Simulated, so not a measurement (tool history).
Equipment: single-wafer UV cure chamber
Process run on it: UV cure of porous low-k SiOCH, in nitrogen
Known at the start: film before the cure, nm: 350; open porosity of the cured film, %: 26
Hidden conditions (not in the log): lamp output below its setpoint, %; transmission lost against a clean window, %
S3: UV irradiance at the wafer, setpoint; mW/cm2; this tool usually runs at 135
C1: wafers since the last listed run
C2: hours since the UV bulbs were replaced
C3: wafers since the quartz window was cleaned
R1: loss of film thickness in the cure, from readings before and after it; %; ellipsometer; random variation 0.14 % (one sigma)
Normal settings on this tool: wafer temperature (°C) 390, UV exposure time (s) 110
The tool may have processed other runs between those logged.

{"run": 1, "hour": 0.0, "wafer temperature (°C)": 400, "UV exposure time (s)": 110, "S3": 135, "C1": 0, "C2": 473.4, "C3": 4751, "R1": 10.523}
{"run": 2, "hour": 67.5, "wafer temperature (°C)": 400, "UV exposure time (s)": 110, "S3": 135, "C1": 596, "C2": 540.9, "C3": 5348, "R1": 10.688}
{"hour": 98.8, "done": "quartz window cleaned"}
{"run": 3, "hour": 162.5, "wafer temperature (°C)": 390, "UV exposure time (s)": 110, "S3": 165, "C1": 769, "C2": 635.9, "C3": 563, "R1": 11.08}
{"run": 4, "hour": 268.9, "wafer temperature (°C)": 390, "UV exposure time (s)": 110, "S3": 135, "C1": 941, "C2": 742.3, "C3": 1504, "R1": 10.417}
{"run": 5, "hour": 358.5, "wafer temperature (°C)": 390, "UV exposure time (s)": 110, "S3": 113, "C1": 792, "C2": 831.9, "C3": 2296, "R1": 9.325}
{"run": 6, "hour": 427.9, "wafer temperature (°C)": 390, "UV exposure time (s)": 110, "S3": 113, "C1": 613, "C2": 901.3, "C3": 2910, "R1": 9.419}
{"run": 7, "hour": 498.8, "wafer temperature (°C)": 390, "UV exposure time (s)": 110, "S3": 135, "C1": 627, "C2": 972.2, "C3": 3537, "R1": 9.874}
{"run": 8, "hour": 571.1, "wafer temperature (°C)": 390, "UV exposure time (s)": 110, "S3": 135, "C1": 639, "C2": 1044.5, "C3": 4176, "R1": 9.881}
{"run": 9, "hour": 633.9, "wafer temperature (°C)": 390, "UV exposure time (s)": 110, "S3": 135, "C1": 555, "C2": 1107.3, "C3": 4732, "R1": 9.842}
{"hour": 721.3, "done": "quartz window cleaned"}
{"run": 10, "hour": 741.6, "wafer temperature (°C)": 390, "UV exposure time (s)": 110, "S3": 135, "C1": 881, "C2": 1215.0, "C3": 179, "R1": 9.81}
{"run": 11, "hour": 834.6, "wafer temperature (°C)": 390, "UV exposure time (s)": 110, "S3": 135, "C1": 822, "C2": 1308.0, "C3": 1002, "R1": 9.63}
{"run": 12, "hour": 892.6, "wafer temperature (°C)": 383, "UV exposure time (s)": 110, "S3": 135, "C1": 512, "C2": 1366.0, "C3": 1515, "R1": 9.537}
{"run": 13, "hour": 974.7, "wafer temperature (°C)": 377, "UV exposure time (s)": 110, "S3": 135, "C1": 726, "C2": 1448.1, "C3": 2241, "R1": 9.273}
{"run": 14, "hour": 1061.7, "wafer temperature (°C)": 377, "UV exposure time (s)": 110, "S3": 135, "C1": 769, "C2": 1535.1, "C3": 3010, "R1": 9.301}
{"hour": 1137.8, "done": "UV bulbs replaced"}
{"run": 15, "hour": 1169.6, "wafer temperature (°C)": 377, "UV exposure time (s)": 110, "S3": 135, "C1": 883, "C2": 31.8, "C3": 3894, "R1": 10.649}
{"run": 16, "hour": 1267.2, "wafer temperature (°C)": 390, "UV exposure time (s)": 110, "S3": 135, "C1": 863, "C2": 129.4, "C3": 4757, "R1": 10.77}
{"hour": 1316.8, "done": "quartz window cleaned"}
{"run": 17, "hour": 1356.5, "wafer temperature (°C)": 390, "UV exposure time (s)": 110, "S3": 135, "C1": 719, "C2": 218.7, "C3": 351, "R1": 11.125}
{"run": 18, "hour": 1417.4, "wafer temperature (°C)": 390, "UV exposure time (s)": 110, "S3": 135, "C1": 538, "C2": 279.6, "C3": 889, "R1": 11.131}
{"run": 19, "hour": 1478.8, "wafer temperature (°C)": 390, "UV exposure time (s)": 110, "S3": 135, "C1": 543, "C2": 341.0, "C3": 1432, "R1": 10.527}
{"run": 20, "hour": 1529.4, "wafer temperature (°C)": 390, "UV exposure time (s)": 110, "S3": 135, "C1": 447, "C2": 391.6, "C3": 1880, "R1": 11.007}
{"run": 21, "hour": 1611.4, "wafer temperature (°C)": 390, "UV exposure time (s)": 110, "S3": 135, "C1": 725, "C2": 473.6, "C3": 2605, "R1": 10.67}
{"run": 22, "hour": 1694.1, "wafer temperature (°C)": 390, "UV exposure time (s)": 110, "S3": 135, "C1": 731, "C2": 556.3, "C3": 3337, "R1": 10.661}
{"run": 23, "hour": 1784.4, "wafer temperature (°C)": 374, "UV exposure time (s)": 150, "S3": 106, "C1": 798, "C2": 646.6, "C3": 4135, "R1": 10.7}
{"run": 24, "hour": 1886.7, "wafer temperature (°C)": 390, "UV exposure time (s)": 110, "S3": 135, "C1": 904, "C2": 748.9, "C3": 5040, "R1": 10.387}
{"run": 25, "hour": 1924.5, "wafer temperature (°C)": 396, "UV exposure time (s)": 70, "S3": 135, "C1": 334, "C2": 786.7, "C3": 5374, "R1": 8.313}
{"run": 26, "hour": 1968.4, "wafer temperature (°C)": 371, "UV exposure time (s)": 110, "S3": 135, "C1": 388, "C2": 830.6, "C3": 5763, "R1": 10.017}
{"hour": 2014.4, "done": "quartz window cleaned"}
{"run": 27, "hour": 2069.4, "wafer temperature (°C)": 390, "UV exposure time (s)": 110, "S3": 135, "C1": 822, "C2": 931.6, "C3": 486, "R1": 10.06}
{"run": 28, "hour": 2132.2, "wafer temperature (°C)": 390, "UV exposure time (s)": 155, "S3": 135, "C1": 555, "C2": 994.4, "C3": 1041, "R1": 11.957}
{"run": 29, "hour": 2208.5, "wafer temperature (°C)": 399, "UV exposure time (s)": 110, "S3": 135, "C1": 674, "C2": 1070.7, "C3": 1716, "R1": 10.232}
{"run": 30, "hour": 2262.4, "wafer temperature (°C)": 390, "UV exposure time (s)": 110, "S3": 118, "C1": 476, "C2": 1124.6, "C3": 2192, "R1": 9.384}
{"run": 31, "hour": 2325.6, "wafer temperature (°C)": 407, "UV exposure time (s)": 70, "S3": 171, "C1": 558, "C2": 1187.8, "C3": 2751, "R1": 9.354}
{"run": 32, "hour": 2380.2, "wafer temperature (°C)": 390, "UV exposure time (s)": 165, "S3": 135, "C1": 482, "C2": 1242.4, "C3": 3234, "R1": 11.823}
{"run": 33, "hour": 2442.4, "wafer temperature (°C)": 379, "UV exposure time (s)": 130, "S3": 135, "C1": 550, "C2": 1304.6, "C3": 3784, "R1": 10.375}
{"run": 34, "hour": 2496.8, "wafer temperature (°C)": 409, "UV exposure time (s)": 110, "S3": 95, "C1": 481, "C2": 1359.0, "C3": 4266, "R1": 8.563}
{"hour": 2571.1, "done": "quartz window cleaned"}
{"hour": 2584.5, "done": "UV bulbs replaced"}
{"run": 35, "hour": 2594.8, "wafer temperature (°C)": 390, "UV exposure time (s)": 110, "S3": 96, "C1": 725, "C2": 10.3, "C3": 139, "R1": 9.325}
{"run": 36, "hour": 2632.1, "wafer temperature (°C)": 397, "UV exposure time (s)": 110, "S3": 135, "C1": 329, "C2": 47.6, "C3": 468, "R1": 11.195}
{"run": 37, "hour": 2732.9, "wafer temperature (°C)": 377, "UV exposure time (s)": 145, "S3": 135, "C1": 891, "C2": 148.4, "C3": 1360, "R1": 12.151}
{"run": 38, "hour": 2786.4, "wafer temperature (°C)": 390, "UV exposure time (s)": 110, "S3": 107, "C1": 473, "C2": 201.9, "C3": 1833, "R1": 9.668}
{"run": 39, "hour": 2874.5, "wafer temperature (°C)": 377, "UV exposure time (s)": 155, "S3": 135, "C1": 779, "C2": 290.0, "C3": 2612, "R1": 12.131}
{"run": 40, "hour": 2914.0, "wafer temperature (°C)": 408, "UV exposure time (s)": 130, "S3": 95, "C1": 349, "C2": 329.5, "C3": 2962, "R1": 10.026}
{"run": 41, "hour": 2973.2, "wafer temperature (°C)": 409, "UV exposure time (s)": 110, "S3": 146, "C1": 523, "C2": 388.7, "C3": 3485, "R1": 11.414}
{"run": 42, "hour": 3077.2, "wafer temperature (°C)": 390, "UV exposure time (s)": 110, "S3": 135, "C1": 919, "C2": 492.7, "C3": 4405, "R1": 10.522}
{"run": 43, "hour": 3118.6, "wafer temperature (°C)": 390, "UV exposure time (s)": 110, "S3": 135, "C1": 366, "C2": 534.1, "C3": 4771, "R1": 10.51}
{"hour": 3231.1, "done": "quartz window cleaned"}
{"run": 44, "hour": 3231.6, "wafer temperature (°C)": 390, "UV exposure time (s)": 110, "S3": 135, "C1": 928, "C2": 647.1, "C3": 4, "R1": 10.457}

A few steps of R1 between consecutive runs. Split each: what settings, incoming material and random variation would produce without the hidden state, and what is left over for the hidden state, along with gauge scatter present in only one of the two compared results (measured, and without hidden state):
Run 9 -> 10: quartz window cleaned. R1 -0.032 %: hidden state -0.114, all else +0.082.
Run 14 -> 15: UV bulbs replaced. R1 +1.348 %: hidden state +1.528, all else -0.180.
Run 31 -> 32: wafer temperature (°C) 407 -> 390, UV exposure time (s) 70 -> 165, S3 171 -> 135. R1 +2.469 %: hidden state -0.092, all else +2.561.
Run 34 -> 35: wafer temperature (°C) 409 -> 390, S3 95 -> 96, quartz window cleaned, UV bulbs replaced. R1 +0.762 %: hidden state +1.121, all else -0.359.
Run 37 -> 38: wafer temperature (°C) 377 -> 390, UV exposure time (s) 145 -> 110, S3 135 -> 107. R1 -2.483 %: hidden state -0.032, all else -2.451.
Run 38 -> 39: wafer temperature (°C) 390 -> 377, UV exposure time (s) 110 -> 155, S3 107 -> 135. R1 +2.463 %: hidden state -0.085, all else +2.548.

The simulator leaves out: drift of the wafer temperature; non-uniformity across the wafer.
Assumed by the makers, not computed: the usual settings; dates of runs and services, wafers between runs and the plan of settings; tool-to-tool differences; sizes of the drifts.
